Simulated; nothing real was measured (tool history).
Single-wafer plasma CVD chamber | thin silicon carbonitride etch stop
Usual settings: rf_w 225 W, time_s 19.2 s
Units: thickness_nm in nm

| run | hour | rf_w | time_s | wafers since the last listed run | hours since the last thermocouple change | hours since the last RF generator calibration | hours since the showerhead was replaced | hours since the gauge calibration | read-back reference wafer on the same gauge, thickness_nm | thickness_nm |
|---|---|---|---|---|---|---|---|---|---|---|
| 1 | 0.0 | 225 | 16.6 | 0 | 1681.6 | 1647.5 | 4570.6 | 191.8 | 10.600 | 9.774 |
| 2 | 13.2 | 225 | 16.6 | 173 | 1694.8 | 1660.7 | 4583.8 | 205.0 | 10.597 | 9.791 |
| 3 | 25.4 | 225 | 16.6 | 160 | 1707.0 | 1672.9 | 4596.0 | 217.2 | 10.596 | 9.780 |
| 4 | 38.0 | 225 | 16.1 | 165 | 1719.6 | 1685.5 | 4608.6 | 229.8 | 10.598 | 9.507 |
| 5 | 49.3 | 225 | 16.1 | 148 | 1730.9 | 1696.8 | 4619.9 | 241.1 | 10.595 | 9.456 |
| 6 | 83.8 | 225 | 19.2 | 452 | 1765.4 | 1731.3 | 4654.4 | 275.6 | 10.603 | 11.284 |
| 7 | 95.5 | 225 | 19.2 | 153 | 1777.1 | 1743.0 | 4666.1 | 287.3 | 10.601 | 11.267 |
| 8 | 110.1 | 225 | 19.2 | 191 | 1791.7 | 1757.6 | 4680.7 | 301.9 | 10.603 | 11.293 |
| 9 | 119.2 | 225 | 19.2 | 119 | 1800.8 | 1766.7 | 4689.8 | 311.0 | 10.598 | 11.284 |
| 10 | 130.3 | 225 | 19.2 | 145 | 1811.9 | 1777.8 | 4700.9 | 322.1 | 10.599 | 11.257 |
| 11 | 142.4 | 225 | 20.4 | 158 | 1824.0 | 1789.9 | 4713.0 | 334.2 | 10.600 | 11.986 |
| 12 | 169.4 | 225 | 20.4 | 354 | 1851.0 | 1816.9 | 4740.0 | 361.2 | 10.601 | 11.966 |
|  | 183.8 | showerhead replaced |
| 13 | 184.3 | 190 | 17.0 | 90 | 1865.9 | 1831.8 | 0.5 | 376.1 | 10.598 | 9.448 |
|  | 187.5 | gauge calibrated |
| 14 | 197.9 | 200 | 22.5 | 178 | 1879.5 | 1845.4 | 14.1 | 10.4 | 10.602 | 12.659 |
| 15 | 210.4 | 205 | 19.2 | 164 | 1892.0 | 1857.9 | 26.6 | 22.9 | 10.601 | 10.914 |
| 16 | 222.8 | 225 | 19.2 | 162 | 1904.4 | 1870.3 | 39.0 | 35.3 | 10.596 | 11.243 |
| 17 | 232.2 | 225 | 19.2 | 123 | 1913.8 | 1879.7 | 48.4 | 44.7 | 10.601 | 11.260 |
|  | 244.9 | thermocouple changed; heater temperature recalibrated |
| 18 | 247.9 | 225 | 19.2 | 101 | 3.0 | 1895.4 | 64.1 | 60.4 | 10.601 | 11.260 |
|  | 261.6 | RF generator calibrated |
| 19 | 262.1 | 225 | 15.9 | 81 | 17.2 | 0.5 | 78.3 | 74.6 | 10.597 | 9.681 |
| 20 | 268.3 | 195 | 19.2 | 81 | 23.4 | 6.7 | 84.5 | 80.8 | 10.601 | 11.151 |
| 21 | 281.6 | 205 | 16.0 | 174 | 36.7 | 20.0 | 97.8 | 94.1 | 10.598 | 9.435 |
| 22 | 313.4 | 240 | 17.3 | 417 | 68.5 | 51.8 | 129.6 | 125.9 | 10.601 | 10.785 |
| 23 | 352.1 | 225 | 15.8 | 507 | 107.2 | 90.5 | 168.3 | 164.6 | 10.596 | 9.615 |
| 24 | 359.9 | 195 | 15.6 | 102 | 115.0 | 98.3 | 176.1 | 172.4 | 10.598 | 9.024 |
| 25 | 367.6 | 205 | 21.1 | 101 | 122.7 | 106.0 | 183.8 | 180.1 | 10.598 | 12.443 |

Forecast each of these 3 alternatives for the next run:
| A | 368.0 | 245 | 19.2 | 5 | 123.1 | 106.4 | 184.2 | 180.5 | ? | ? |
| B | 368.0 | 200 | 15.6 | 5 | 123.1 | 106.4 | 184.2 | 180.5 | ? | ? |
| C | 368.0 | 215 | 16.7 | 5 | 123.1 | 106.4 | 184.2 | 180.5 | ? | ? |

| run | read-back reference wafer on the same gauge, thickness_nm | thickness_nm |
|---|---|---|
| A | 10.599 | 12.037 |
| B | 10.599 | 9.130 |
| C | 10.599 | 10.018 |
Without the tool's hidden state the same runs would have given:
| run | thickness_nm |
|---|---|
| A | 12.065 |
| B | 9.151 |
| C | 10.041 |
